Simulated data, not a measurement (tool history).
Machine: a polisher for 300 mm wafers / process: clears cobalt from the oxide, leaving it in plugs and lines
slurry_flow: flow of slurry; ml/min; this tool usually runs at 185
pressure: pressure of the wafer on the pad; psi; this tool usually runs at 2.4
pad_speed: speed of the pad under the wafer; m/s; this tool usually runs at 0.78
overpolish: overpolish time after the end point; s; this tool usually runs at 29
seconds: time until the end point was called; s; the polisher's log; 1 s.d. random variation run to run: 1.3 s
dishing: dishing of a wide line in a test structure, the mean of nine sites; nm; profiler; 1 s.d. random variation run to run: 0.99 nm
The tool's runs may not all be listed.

| run | hour | slurry_flow | pressure | pad_speed | overpolish | wafers since the last listed run | wafers polished on this pad | hours since the slurry nozzle was cleaned | hours since the head pressure was calibrated | incoming thickness of the incoming film, nm | seconds | dishing |
|---|---|---|---|---|---|---|---|---|---|---|---|---|
| 1 | 0.0 | 185 | 2.4 | 0.78 | 29 | 0 | 72 | 881.8 | 697.9 | 354.5 | 80.3 | 50.7 |
| 2 | 10.1 | 185 | 2.4 | 0.78 | 29 | 102 | 175 | 891.9 | 708.0 | 347.7 | 77.7 | 51.3 |
| 3 | 26.1 | 185 | 2.4 | 0.78 | 29 | 162 | 337 | 907.9 | 724.0 | 356.6 | 79.3 | 49.0 |
|  | 32.5 | slurry nozzle cleaned |
| 4 | 37.8 | 185 | 2.4 | 0.78 | 29 | 108 | 446 | 5.3 | 735.7 | 353.7 | 70.6 | 53.5 |
| 5 | 51.9 | 185 | 2.4 | 0.78 | 29 | 143 | 589 | 19.4 | 749.8 | 344.5 | 71.1 | 52.3 |
| 6 | 64.5 | 185 | 2.4 | 0.78 | 29 | 127 | 717 | 32.0 | 762.4 | 343.9 | 70.8 | 51.8 |
| 7 | 72.1 | 185 | 2.4 | 0.78 | 24 | 77 | 794 | 39.6 | 770.0 | 348.2 | 73.4 | 51.0 |
| 8 | 82.0 | 185 | 2.4 | 0.78 | 24 | 100 | 895 | 49.5 | 779.9 | 349.8 | 71.6 | 48.9 |
| 9 | 97.6 | 185 | 2.4 | 0.78 | 24 | 158 | 1053 | 65.1 | 795.5 | 349.7 | 71.8 | 48.4 |
| 10 | 111.1 | 185 | 2.4 | 0.78 | 29 | 137 | 1190 | 78.6 | 809.0 | 356.6 | 74.3 | 52.1 |
| 11 | 120.3 | 185 | 2.4 | 0.78 | 29 | 93 | 1284 | 87.8 | 818.2 | 353.9 | 72.8 | 52.3 |
|  | 132.1 | worn pad replaced by a new one |
| 12 | 132.6 | 185 | 2.4 | 0.78 | 29 | 84 | 5 | 100.1 | 830.5 | 351.9 | 72.8 | 52.8 |
| 13 | 137.3 | 185 | 2.4 | 0.78 | 29 | 47 | 53 | 104.8 | 835.2 | 356.3 | 77.2 | 52.1 |
| 14 | 154.3 | 245 | 2.4 | 0.90 | 29 | 172 | 225 | 121.8 | 852.2 | 345.8 | 61.3 | 54.3 |
| 15 | 168.5 | 125 | 3.0 | 1.00 | 41 | 144 | 369 | 136.0 | 866.4 | 349.0 | 49.3 | 55.9 |
| 16 | 180.6 | 220 | 2.2 | 1.04 | 23 | 122 | 492 | 148.1 | 878.5 | 344.8 | 58.2 | 52.9 |
| 17 | 188.1 | 245 | 2.4 | 0.78 | 29 | 76 | 568 | 155.6 | 886.0 | 344.7 | 70.0 | 51.0 |
| 18 | 198.1 | 185 | 2.4 | 0.92 | 41 | 101 | 670 | 165.6 | 896.0 | 346.5 | 64.4 | 54.9 |
| 19 | 208.5 | 185 | 2.7 | 0.78 | 40 | 105 | 776 | 176.0 | 906.4 | 355.2 | 66.9 | 58.1 |
| 20 | 222.3 | 205 | 2.4 | 0.78 | 29 | 140 | 916 | 189.8 | 920.2 | 350.0 | 70.4 | 54.0 |
| 21 | 233.2 | 185 | 2.4 | 0.86 | 35 | 110 | 1026 | 200.7 | 931.1 | 350.2 | 69.0 | 54.5 |
|  | 237.2 | worn pad replaced by a new one |
| 22 | 243.2 | 185 | 2.4 | 0.78 | 29 | 61 | 61 | 210.7 | 941.1 | 351.5 | 75.6 | 51.4 |
| 23 | 254.0 | 235 | 2.1 | 0.78 | 29 | 109 | 170 | 221.5 | 951.9 | 352.9 | 84.4 | 49.5 |
| 24 | 266.5 | 185 | 2.4 | 0.78 | 29 | 126 | 297 | 234.0 | 964.4 | 346.7 | 75.1 | 53.5 |
| 25 | 277.3 | 185 | 2.4 | 0.78 | 29 | 109 | 407 | 244.8 | 975.2 | 352.5 | 73.6 | 51.8 |

The next listed run, before its measurement:
| 26 | 285.9 | 185 | 2.4 | 0.78 | 40 | 87 | 494 | 253.4 | 983.8 | 350.9 | ? | ? |

{"run 26": {"seconds": 74.7, "dishing": 53.9}}
Were there no unlogged condition in the tool, this run, its random variation unchanged, would have produced seconds 70.4 s, dishing 54.3 nm.
